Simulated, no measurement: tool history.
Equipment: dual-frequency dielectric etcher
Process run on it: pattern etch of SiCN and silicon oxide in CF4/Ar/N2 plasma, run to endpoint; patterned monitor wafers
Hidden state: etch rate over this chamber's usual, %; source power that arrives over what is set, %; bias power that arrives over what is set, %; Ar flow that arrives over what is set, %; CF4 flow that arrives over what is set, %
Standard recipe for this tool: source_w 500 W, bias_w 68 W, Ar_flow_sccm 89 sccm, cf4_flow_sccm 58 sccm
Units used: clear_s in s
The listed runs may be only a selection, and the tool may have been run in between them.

run	hour	source_w	bias_w	Ar_flow_sccm	cf4_flow_sccm	wafers since the last listed run	hours since the last wet clean	hours since the last source power generator calibration	hours since the last bias power generator calibration	hours since the last Ar flow controller change	hours since the last CF4 flow controller change	hours since the last upper electrode change	incoming incoming film thickness, nm	clear_s
1	0	500	68	89	61	0	66.1	178.4	2342.9	2884.6	2668.3	42.1	14.57	15
2	34.2	500	68	89	53	550	100.3	212.6	2377.1	2918.8	2702.5	76.3	14.42	15.1
3	69.3	500	68	89	58	565	135.4	247.7	2412.2	2953.9	2737.6	111.4	14.59	15.2
4	119.9	390	68	89	58	815	186	298.3	2462.8	3004.5	2788.2	162	14.47	16.9
5	151.9	550	59	68	58	515	218	330.3	2494.8	3036.5	2820.2	194	14.54	15
6	190.5	500	59	89	46	621	256.6	368.9	2533.4	3075.1	2858.8	232.6	14.63	17.2
7	243.1	570	78	89	58	847	309.2	421.5	2586	3127.7	2911.4	285.2	14.47	13.6
# hour 272: Ar flow controller replaced
8	310.8	440	63	89	58	993	376.9	489.2	2653.7	38.8	2979.1	352.9	14.45	17.3
# hour 331.5: CF4 flow controller replaced
# hour 344.5: wet clean of the chamber
9	378.1	570	58	71	69	777	33.6	556.5	2721	106.1	46.6	420.2	14.46	14
10	415.5	500	68	89	61	602	71	593.9	2758.4	143.5	84	457.6	14.55	14.9
11	443.5	500	68	89	69	450	99	621.9	2786.4	171.5	112	485.6	14.59	14.7
12	478.2	440	84	75	50	558	133.7	656.6	2821.1	206.2	146.7	520.3	14.56	14.1
13	529.8	500	68	89	58	831	185.3	708.2	2872.7	257.8	198.3	571.9	14.43	14.9
# hour 534.1: bias power generator calibrated
14	567	400	68	89	45	534	222.5	745.4	32.9	295	235.5	609.1	14.41	16.8
15	613.5	500	59	89	68	748	269	791.9	79.4	341.5	282	655.6	14.73	16.3
16	681.8	500	68	89	58	1100	337.3	860.2	147.7	409.8	350.3	723.9	14.58	15.7
# hour 716.9: wet clean of the chamber
17	726.8	500	73	107	58	338	9.9	905.2	192.7	454.8	395.3	768.9	14.47	14.7
18	795.3	500	68	89	58	1103	78.4	973.7	261.2	523.3	463.8	837.4	14.58	15.1
19	850.6	500	68	104	58	890	133.7	1029	316.5	578.6	519.1	892.7	14.59	15.7
20	897	590	68	89	72	747	180.1	1075.4	362.9	625	565.5	939.1	14.48	13.7
21	961.7	570	68	109	50	1042	244.8	1140.1	427.6	689.7	630.2	1003.8	14.54	15.2
22	1008.3	530	83	89	67	750	291.4	1186.7	474.2	736.3	676.8	1050.4	14.53	13.5
23	1037	440	68	89	58	462	320.1	1215.4	502.9	765	705.5	1079.1	14.66	16.6

For some of the steps in clear_s from one run to the next: how much would appear even if the tool had no hidden state, given the settings, what came in and random variation, and how much remains for the hidden state plus any gauge scatter that the measured result and the result without hidden state don't share?
Run 6 -> 7: source_w 500 -> 570, bias_w 59 -> 78, cf4_flow_sccm 46 -> 58. clear_s -3.6 s: hidden state -0.1, all else -3.5.
Run 7 -> 8: source_w 570 -> 440, bias_w 78 -> 63, Ar flow controller replaced. clear_s +3.7 s: hidden state +0.3, all else +3.4.
Run 8 -> 9: source_w 440 -> 570, bias_w 63 -> 58, Ar_flow_sccm 89 -> 71, cf4_flow_sccm 58 -> 69, CF4 flow controller replaced, wet clean of the chamber. clear_s -3.3 s: hidden state -0.9, all else -2.4.
Run 16 -> 17: bias_w 68 -> 73, Ar_flow_sccm 89 -> 107, wet clean of the chamber. clear_s -1 s: hidden state -0.6, all else -0.4.
